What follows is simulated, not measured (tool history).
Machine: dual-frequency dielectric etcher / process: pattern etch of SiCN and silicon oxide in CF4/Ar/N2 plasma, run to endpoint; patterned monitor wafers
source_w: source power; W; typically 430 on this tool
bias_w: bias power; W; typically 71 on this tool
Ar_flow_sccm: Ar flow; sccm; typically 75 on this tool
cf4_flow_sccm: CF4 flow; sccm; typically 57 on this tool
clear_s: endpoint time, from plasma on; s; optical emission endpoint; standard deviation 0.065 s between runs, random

run,hour,source_w,bias_w,Ar_flow_sccm,cf4_flow_sccm,"incoming incoming film thickness, nm",clear_s
1,0,430,71,71,57,14.15,18.4
2,63.2,430,71,71,57,14.03,18.4
3,87.2,430,71,75,57,14.03,18.6
4,112.2,430,71,81,57,13.96,18.6
5,154.6,430,71,62,57,13.93,17.9
6,288.8,430,71,62,57,14.06,17.9
7,336,430,71,62,57,14.03,18.1
8,384.8,430,71,75,57,13.92,18.4
9,445.5,430,71,75,57,14.16,18.7
# hour 472.2: upper electrode replaced, of another model than before
# hour 495.8: wet clean of the chamber
10,496.3,430,57,75,57,13.98,20
11,553.8,430,71,75,57,14.04,18.1
# hour 593.9: source power generator calibrated
12,594.4,430,79,68,57,13.83,16.5
13,617.4,430,71,75,53,13.91,17.6
14,644.5,430,71,71,57,14.07,17.6
# hour 676.6: bias power generator calibrated
# hour 678.4: Ar flow controller replaced
15,705.3,430,71,75,57,14.05,17.9
# hour 740.8: CF4 flow controller replaced
16,772,430,71,75,57,14.08,17.9
17,829.2,430,71,75,65,14.01,17.5
18,876.5,520,77,89,57,14.06,16.2
19,938.7,430,71,61,57,13.98,17.2
20,982,430,71,71,57,13.93,17.6
# hour 1014.8: wet clean of the chamber
21,1054.8,430,63,75,57,13.93,18.7
22,1096.1,430,71,84,45,13.92,18.7
23,1145.8,430,61,75,48,14.09,19.5

What if the next run were any one of these 3? Each begins from the tool's condition after run 23:
A,1146.2,430,71,75,57,13.9,?
B,1146.2,430,87,75,57,13.9,?
C,1146.2,350,59,70,61,13.9,?

run,clear_s
A,17.8
B,16.3
C,20.8
Had the tool no hidden state, the same runs would have come out as:
run,clear_s
A,17.6
B,16.2
C,20.6

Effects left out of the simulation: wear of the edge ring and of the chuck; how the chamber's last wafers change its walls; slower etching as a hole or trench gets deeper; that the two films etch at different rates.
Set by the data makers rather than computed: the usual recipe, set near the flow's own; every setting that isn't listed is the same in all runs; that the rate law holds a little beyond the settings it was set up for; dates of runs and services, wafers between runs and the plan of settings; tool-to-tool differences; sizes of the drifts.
